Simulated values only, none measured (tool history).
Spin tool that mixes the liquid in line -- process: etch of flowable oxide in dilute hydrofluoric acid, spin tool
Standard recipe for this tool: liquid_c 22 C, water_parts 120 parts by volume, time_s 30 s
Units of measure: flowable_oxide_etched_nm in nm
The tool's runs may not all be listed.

run	hour	liquid_c	water_parts	time_s	read-back film thickness of the flowable oxide reference wafer, read on the same gauge (nm)	flowable_oxide_etched_nm
1	0	22	90	40	109.98	27.41
2	73.8	22	90	40	110.02	27.57
3	117.9	22	120	30	110.02	15.02
# hour 254.8: gauge calibrated
4	263.1	22	120	30	109.99	15
5	327.8	22	120	30	109.99	15.02
6	410.1	22	120	30	110.01	15.05
7	446.6	22	120	30	109.98	15.1
8	488.2	22	120	30	110.01	15.14
9	534.1	22	120	30	110.01	15.1
10	636.2	22	120	30	109.98	15.23
# hour 802.8: hydrofluoric acid flow meter replaced
11	911.2	24	120	45	110.02	24.64
12	983.3	17.5	160	40	110.01	12.21
13	1035.2	17	140	30	110.01	10.49
14	1129.1	26.5	120	30	110.01	18.29
15	1231.5	24	155	50	110	20.54
# hour 1268.2: thermometer replaced
16	1297.4	22	120	20	109.98	10.58
# hour 1330.6: gauge calibrated
17	1391.8	22	120	30	110	15.87
# hour 1675: thermometer replaced, repeated, since the last time left the tool worse
18	1692.5	19.5	70	30	110	24.32
19	1797.4	22	120	30	110	14.84
20	1849.7	18.5	170	40	110.03	11.46
21	1903.1	24.5	105	15	110.01	9.54

Below are 3 alternative next runs, each starting from the tool's condition after run 21. Predict each:
A	1903.5	22	120	30	?	?
B	1903.5	26	120	25	?	?
C	1903.5	22	155	35	?	?

run	read-back film thickness of the flowable oxide reference wafer, read on the same gauge (nm)	flowable_oxide_etched_nm
A	110.03	14.82
B	110.03	14.43
C	110.03	12.87
Had the tool no hidden state, the same runs would have come out as:
run	flowable_oxide_etched_nm
A	14.73
B	14.35
C	12.8
